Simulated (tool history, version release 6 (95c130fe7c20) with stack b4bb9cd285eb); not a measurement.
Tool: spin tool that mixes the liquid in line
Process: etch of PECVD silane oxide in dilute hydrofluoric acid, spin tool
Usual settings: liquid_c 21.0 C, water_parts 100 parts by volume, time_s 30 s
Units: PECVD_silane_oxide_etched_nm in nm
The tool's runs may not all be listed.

run	hour	liquid_c	water_parts	time_s	wafers since the last listed run	hours since the thermometer was replaced	hours since the hydrofluoric acid flow meter was replaced	hours since the gauge calibration	read-back film thickness of the PECVD silane oxide reference wafer, read on the same gauge (nm)	PECVD_silane_oxide_etched_nm
1	0.0	21.0	100	30	0	260.5	867.2	88.8	90.03	5.07
2	31.9	21.0	100	30	384	292.4	899.1	120.7	90.00	5.03
3	49.5	21.0	100	30	212	310.0	916.7	138.3	90.00	5.08
4	68.5	21.0	100	30	229	329.0	935.7	157.3	89.98	5.07
5	97.2	21.0	100	30	346	357.7	964.4	186.0	90.01	5.19
6	113.5	21.0	100	30	196	374.0	980.7	202.3	89.98	5.17
7	148.9	21.0	100	35	426	409.4	1016.1	237.7	90.00	6.02
8	180.5	21.0	100	35	381	441.0	1047.7	269.3	90.00	6.03
9	213.5	21.0	100	35	398	474.0	1080.7	302.3	90.02	6.07
10	243.5	21.0	100	20	361	504.0	1110.7	332.3	89.98	3.49
11	346.0	21.0	100	20	1236	606.5	1213.2	434.8	90.01	3.53
12	361.8	18.0	100	30	190	622.3	1229.0	450.6	90.04	4.72
13	391.5	21.0	100	30	358	652.0	1258.7	480.3	90.00	5.28
14	410.9	21.0	100	30	233	671.4	1278.1	499.7	90.02	5.32
15	431.4	21.0	100	30	247	691.9	1298.6	520.2	89.98	5.36
16	461.3	21.0	100	30	360	721.8	1328.5	550.1	89.99	5.36
17	474.3	21.0	135	25	156	734.8	1341.5	563.1	90.02	3.16
# hour 485.2: thermometer replaced
18	496.3	17.0	145	25	253	11.1	1363.5	585.1	90.03	2.31
19	517.4	21.0	100	45	254	32.2	1384.6	606.2	90.00	7.42
# hour 536.8: gauge calibrated
20	538.3	21.0	100	30	252	53.1	1405.5	1.5	89.98	4.96
21	566.0	21.0	120	45	334	80.8	1433.2	29.2	90.00	6.14
22	578.0	21.0	100	40	144	92.8	1445.2	41.2	89.99	6.67
23	590.7	26.0	130	30	153	105.5	1457.9	53.9	89.99	4.53
24	619.6	23.5	70	15	348	134.4	1486.8	82.8	89.99	4.11
25	647.3	21.0	100	30	334	162.1	1514.5	110.5	90.00	5.06
26	669.6	21.0	100	30	268	184.4	1536.8	132.8	89.98	5.02
27	688.5	21.0	125	30	227	203.3	1555.7	151.7	90.03	3.93
# hour 696.6: hydrofluoric acid flow meter replaced
28	718.1	21.0	140	15	344	232.9	21.5	181.3	89.99	1.73
29	732.2	17.0	115	15	170	247.0	35.6	195.4	90.02	1.82
30	746.7	21.0	145	30	174	261.5	50.1	209.9	89.97	3.34
31	777.3	21.0	85	30	369	292.1	80.7	240.5	90.02	6.09
32	806.1	21.0	50	15	347	320.9	109.5	269.3	90.01	5.40
33	884.9	19.5	125	40	950	399.7	188.3	348.1	90.01	5.12

Forecast each of these 3 alternatives for the next run:
A	885.3	21.0	100	30	4	400.1	188.7	348.5	?	?
B	885.3	21.0	130	30	4	400.1	188.7	348.5	?	?
C	885.3	25.5	100	20	4	400.1	188.7	348.5	?	?

run	read-back film thickness of the PECVD silane oxide reference wafer, read on the same gauge (nm)	PECVD_silane_oxide_etched_nm
A	90.03	5.19
B	90.03	3.85
C	90.03	4.13
Without the tool's hidden state the same runs would have given:
run	PECVD_silane_oxide_etched_nm
A	4.90
B	3.65
C	3.91
